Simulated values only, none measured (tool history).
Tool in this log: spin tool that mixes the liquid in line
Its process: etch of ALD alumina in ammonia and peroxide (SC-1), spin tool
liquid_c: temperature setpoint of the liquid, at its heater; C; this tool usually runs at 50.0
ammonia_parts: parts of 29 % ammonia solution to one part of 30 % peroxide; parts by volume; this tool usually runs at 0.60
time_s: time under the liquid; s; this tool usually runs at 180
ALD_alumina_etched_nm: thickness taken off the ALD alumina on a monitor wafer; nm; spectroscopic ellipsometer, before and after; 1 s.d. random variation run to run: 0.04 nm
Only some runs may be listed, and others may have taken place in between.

run,hour,liquid_c,ammonia_parts,time_s,wafers since the last listed run,hours since the thermometer was replaced,hours since the ammonia flow meter was replaced,hours since the heated supply line was repaired,hours since the drum of ammonia solution was connected,hours since the gauge calibration,"read-back film thickness of the ALD alumina reference wafer, read on the same gauge (nm)",ALD_alumina_etched_nm
1,0.0,55.5,0.60,180,0,1010.7,1461.9,1637.1,957.7,254.3,59.98,12.27
2,13.3,46.0,0.60,180,86,1024.0,1475.2,1650.4,971.0,267.6,59.99,7.24
# hour 15.1: gauge calibrated
3,31.4,46.0,0.60,180,118,1042.1,1493.3,1668.5,989.1,16.3,59.99,7.28
4,46.4,46.0,0.60,180,98,1057.1,1508.3,1683.5,1004.1,31.3,59.96,7.25
5,63.5,50.0,0.70,180,111,1074.2,1525.4,1700.6,1021.2,48.4,60.01,9.20
6,97.1,44.0,0.60,180,219,1107.8,1559.0,1734.2,1054.8,82.0,59.98,6.41
7,122.9,44.0,0.60,180,168,1133.6,1584.8,1760.0,1080.6,107.8,60.01,6.42
# hour 137.5: heated supply line repaired
8,140.5,50.0,0.60,180,108,1151.2,1602.4,3.0,1098.2,125.4,59.98,10.24
# hour 142.1: new drum of ammonia solution connected
# hour 150.6: ammonia flow meter replaced
9,152.5,50.0,0.60,180,65,1163.2,1.9,15.0,10.4,137.4,60.00,10.22
10,165.6,50.0,0.60,180,85,1176.3,15.0,28.1,23.5,150.5,60.04,10.25
11,180.5,50.0,0.60,180,97,1191.2,29.9,43.0,38.4,165.4,60.02,10.21
12,212.0,50.0,0.70,210,205,1222.7,61.4,74.5,69.9,196.9,60.04,11.95
13,240.1,50.0,0.60,180,183,1250.8,89.5,102.6,98.0,225.0,59.98,10.18
14,274.1,47.0,0.90,270,222,1284.8,123.5,136.6,132.0,259.0,60.04,13.33
# hour 277.6: thermometer replaced
# hour 290.2: gauge calibrated
15,294.6,50.0,0.90,180,127,17.0,144.0,157.1,152.5,4.4,59.99,10.54
16,317.1,58.0,0.75,280,147,39.5,166.5,179.6,175.0,26.9,60.01,24.75
17,330.5,50.0,0.60,260,87,52.9,179.9,193.0,188.4,40.3,60.04,14.52
18,345.3,50.0,0.60,180,96,67.7,194.7,207.8,203.2,55.1,60.01,10.06
19,371.4,50.0,0.60,180,170,93.8,220.8,233.9,229.3,81.2,59.97,10.13
20,384.1,50.0,0.50,140,83,106.5,233.5,246.6,242.0,93.9,60.01,7.73
21,418.1,56.5,0.85,225,222,140.5,267.5,280.6,276.0,127.9,60.02,18.36
22,439.9,50.0,0.60,130,142,162.3,289.3,302.4,297.8,149.7,59.99,7.28

5 options for the next run, each taken on its own from the tool as it stands now. Forecast them:
A,440.4,50.0,0.60,180,3,162.8,289.8,302.9,298.3,150.2,?,?
B,440.4,42.0,0.30,90,3,162.8,289.8,302.9,298.3,150.2,?,?
C,440.4,52.5,0.90,285,3,162.8,289.8,302.9,298.3,150.2,?,?
D,440.4,50.0,0.80,230,3,162.8,289.8,302.9,298.3,150.2,?,?
E,440.4,50.0,0.40,180,3,162.8,289.8,302.9,298.3,150.2,?,?

run,"read-back film thickness of the ALD alumina reference wafer, read on the same gauge (nm)",ALD_alumina_etched_nm
A,60.00,10.03
B,60.00,2.98
C,60.00,18.91
D,60.00,13.16
E,60.00,9.65
What these runs would have given with no unlogged condition in the tool:
run,ALD_alumina_etched_nm
A,10.24
B,3.05
C,19.31
D,13.45
E,9.86
